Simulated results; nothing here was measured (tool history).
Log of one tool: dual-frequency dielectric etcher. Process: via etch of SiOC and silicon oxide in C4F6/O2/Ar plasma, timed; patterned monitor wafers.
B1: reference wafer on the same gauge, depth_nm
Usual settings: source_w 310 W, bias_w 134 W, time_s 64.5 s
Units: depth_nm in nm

{"run": 1, "hour": 0.0, "source_w": 310, "bias_w": 143, "time_s": 71.5, "B1": 57.5, "depth_nm": 79.0}
{"run": 2, "hour": 97.3, "source_w": 310, "bias_w": 143, "time_s": 71.5, "B1": 57.4, "depth_nm": 79.2}
{"run": 3, "hour": 177.8, "source_w": 310, "bias_w": 134, "time_s": 64.5, "B1": 57.5, "depth_nm": 68.8}
{"run": 4, "hour": 237.6, "source_w": 310, "bias_w": 134, "time_s": 64.5, "B1": 57.6, "depth_nm": 68.9}
{"run": 5, "hour": 287.6, "source_w": 310, "bias_w": 134, "time_s": 64.5, "B1": 57.5, "depth_nm": 69.3}
{"run": 6, "hour": 394.7, "source_w": 310, "bias_w": 134, "time_s": 64.5, "B1": 57.5, "depth_nm": 69.5}
{"run": 7, "hour": 488.2, "source_w": 280, "bias_w": 156, "time_s": 64.5, "B1": 57.5, "depth_nm": 72.3}
{"run": 8, "hour": 542.9, "source_w": 310, "bias_w": 134, "time_s": 64.5, "B1": 57.5, "depth_nm": 69.5}
{"run": 9, "hour": 616.6, "source_w": 310, "bias_w": 166, "time_s": 64.5, "B1": 57.5, "depth_nm": 76.8}
{"run": 10, "hour": 659.2, "source_w": 290, "bias_w": 144, "time_s": 64.5, "B1": 57.5, "depth_nm": 70.2}
{"run": 11, "hour": 697.9, "source_w": 390, "bias_w": 166, "time_s": 64.5, "B1": 57.5, "depth_nm": 83.3}
{"run": 12, "hour": 778.2, "source_w": 310, "bias_w": 103, "time_s": 64.5, "B1": 57.5, "depth_nm": 60.7}
{"run": 13, "hour": 906.3, "source_w": 340, "bias_w": 148, "time_s": 50.5, "B1": 57.5, "depth_nm": 57.2}
{"run": 14, "hour": 989.5, "source_w": 350, "bias_w": 134, "time_s": 64.5, "B1": 57.5, "depth_nm": 70.0}
{"run": 15, "hour": 1216.5, "source_w": 250, "bias_w": 134, "time_s": 76.5, "B1": 57.5, "depth_nm": 73.5}
{"run": 16, "hour": 1270.4, "source_w": 330, "bias_w": 116, "time_s": 46.0, "B1": 57.4, "depth_nm": 45.7}
{"run": 17, "hour": 1368.5, "source_w": 310, "bias_w": 134, "time_s": 64.5, "B1": 57.6, "depth_nm": 68.0}
{"run": 18, "hour": 1455.5, "source_w": 310, "bias_w": 152, "time_s": 59.5, "B1": 57.5, "depth_nm": 66.9}
{"run": 19, "hour": 1746.3, "source_w": 310, "bias_w": 134, "time_s": 64.5, "B1": 57.5, "depth_nm": 68.3}
{"run": 20, "hour": 1839.5, "source_w": 310, "bias_w": 134, "time_s": 64.5, "B1": 57.5, "depth_nm": 67.5}
{"run": 21, "hour": 1881.1, "source_w": 340, "bias_w": 134, "time_s": 77.0, "B1": 57.4, "depth_nm": 83.7}
{"run": 22, "hour": 1932.2, "source_w": 310, "bias_w": 134, "time_s": 64.5, "B1": 57.5, "depth_nm": 68.4}
{"run": 23, "hour": 2030.1, "source_w": 310, "bias_w": 115, "time_s": 64.5, "B1": 57.5, "depth_nm": 63.3}
{"run": 24, "hour": 2096.0, "source_w": 310, "bias_w": 134, "time_s": 64.5, "B1": 57.4, "depth_nm": 68.3}
{"run": 25, "hour": 2179.9, "source_w": 270, "bias_w": 159, "time_s": 56.0, "B1": 57.5, "depth_nm": 61.2}
{"run": 26, "hour": 2279.3, "source_w": 280, "bias_w": 134, "time_s": 50.0, "B1": 57.6, "depth_nm": 50.9}
{"run": 27, "hour": 2346.5, "source_w": 340, "bias_w": 104, "time_s": 64.5, "B1": 57.5, "depth_nm": 61.6}
{"run": 28, "hour": 2440.4, "source_w": 240, "bias_w": 152, "time_s": 47.0, "B1": 57.5, "depth_nm": 48.3}

Taken out of this log: 7 entries between the listed runs. Where each belongs, and how the hidden state differs across it:
Between runs 5 and 6: gauge calibrated (hour 338.2)
  source power that arrives over what is set, %: -3.39 -> -3.54; bias power that arrives over what is set, %: 3.79 -> 4
  measured less the result without the state, depth_nm: +0.4 -> +0.4 nm
Between runs 8 and 9: wet clean of the chamber (hour 612.7)
  source power that arrives over what is set, %: -3.74 -> -3.84; bias power that arrives over what is set, %: 4.3 -> 4.45
  measured less the result without the state, depth_nm: +0.5 -> +0.8 nm
Between runs 12 and 13: bias power generator calibrated (hour 812.6)
  source power that arrives over what is set, %: -4.06 -> -4.24; bias power that arrives over what is set, %: 4.8 -> -1.03
  measured less the result without the state, depth_nm: +0.3 -> -1.2 nm
Between runs 13 and 14: upper electrode replaced (hour 943.0)
  source power that arrives over what is set, %: -4.24 -> -4.35; bias power that arrives over what is set, %: -1.03 -> -1.02
  measured less the result without the state, depth_nm: -1.2 -> -1.5 nm
Between runs 15 and 16: wet clean of the chamber (hour 1254.6)
  source power that arrives over what is set, %: -4.66 -> -4.74; bias power that arrives over what is set, %: -0.996 -> -0.986
  measured less the result without the state, depth_nm: -1.6 -> -1.0 nm
Between runs 16 and 17: source power generator calibrated (hour 1359.5)
  source power that arrives over what is set, %: -4.74 -> -0.543; bias power that arrives over what is set, %: -0.986 -> -0.965
  measured less the result without the state, depth_nm: -1.0 -> -0.4 nm
Between runs 23 and 24: wet clean of the chamber (hour 2060.1)
  source power that arrives over what is set, %: -1.45 -> -1.54; bias power that arrives over what is set, %: -0.715 -> -0.68
  measured less the result without the state, depth_nm: -0.5 -> -0.6 nm
